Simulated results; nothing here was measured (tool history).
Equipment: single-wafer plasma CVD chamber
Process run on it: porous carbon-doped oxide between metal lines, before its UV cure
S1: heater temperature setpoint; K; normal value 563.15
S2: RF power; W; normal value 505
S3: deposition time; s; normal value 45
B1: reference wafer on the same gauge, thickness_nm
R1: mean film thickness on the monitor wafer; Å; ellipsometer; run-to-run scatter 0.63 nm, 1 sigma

run   hour      S1   S2    S3       B1       R1
  1      0  563.15  505    45   238.96  2650.05
  2   15.8  563.15  505    45  239.067  2652.41
  3   25.9  563.15  445    45  238.874  2406.19
  4   40.4  563.15  445    45  239.034  2420.33
      75.9  -- showerhead replaced
  5   76.4  563.15  445    45  238.889   2415.5
  6   88.1  563.15  505  40.5  239.158  2390.68
  7   98.5  563.15  545    45  238.961  2795.94
  8  105.9  563.15  505  47.8  239.027   2818.5
  9  124.3  563.15  505  47.8   238.89  2825.67
 10  130.9  563.15  505  47.8  238.967  2822.15
 11  138.8  563.15  505    45  239.032  2659.27
     151.8  -- gauge calibrated
 12    153  563.15  505    45  239.001  2649.18
 13  165.2  563.15  505    45  238.832  2661.59
 14  181.6  571.15  505    45  239.112  2557.75
 15  194.9  571.15  505    45  238.841  2555.98
 16  203.9  571.15  505    45   239.02  2556.12
       214  -- thermocouple changed; heater temperature recalibrated
     221.5  -- RF generator calibrated
 17    222  576.15  450  51.2  239.048  2503.84
 18    224  548.15  600  38.9  239.127  2721.92
 19  232.4  577.15  590  51.4  239.098  3021.75
 20  250.3  554.15  405  50.9  239.052  2553.99
 21  260.7  563.15  545  40.9  238.881  2469.41
 22  273.8  563.15  505  48.1   238.94  2736.99
 23  286.8  575.15  560    49  238.902   2817.9
 24  296.3  573.15  505    45  238.849  2436.63
 25  306.9  563.15  450  40.4  238.881  2118.13
 26  318.8  563.15  505    45  239.033  2567.71
 27  351.7  554.15  505  51.4  239.014  3059.79
 28  358.9  556.15  585  51.7  238.995  3388.96
 29  365.8  572.15  505    45  239.187     2456
 30  381.6  556.15  505    45  238.922  2668.21
 31  397.7  572.15  505    45  238.929  2453.24
 32  413.4  563.15  505  50.1  238.981   2859.7
 33  419.7  577.15  565  52.6  239.059     3017

Alternative continuations, all from the tool just after run 33; predict every row:
  A  420.1  563.15  505    45   ?   ?
  B  420.1  563.15  570    45   ?   ?
  C  420.1  573.15  420  39.8   ?   ?
  D  420.1  552.15  505    45   ?   ?
  E  420.1  563.15  545    48   ?   ?

run      B1       R1
  A  239.08  2557.15
  B  239.08   2784.1
  C  239.08  1867.25
  D  239.08  2714.94
  E  239.08  2874.83
Stripped of hidden state, with their random variation kept, the same runs would have yielded:
run       R1
  A   2566.5
  B  2794.29
  C  1873.87
  D  2725.46
  E  2885.34
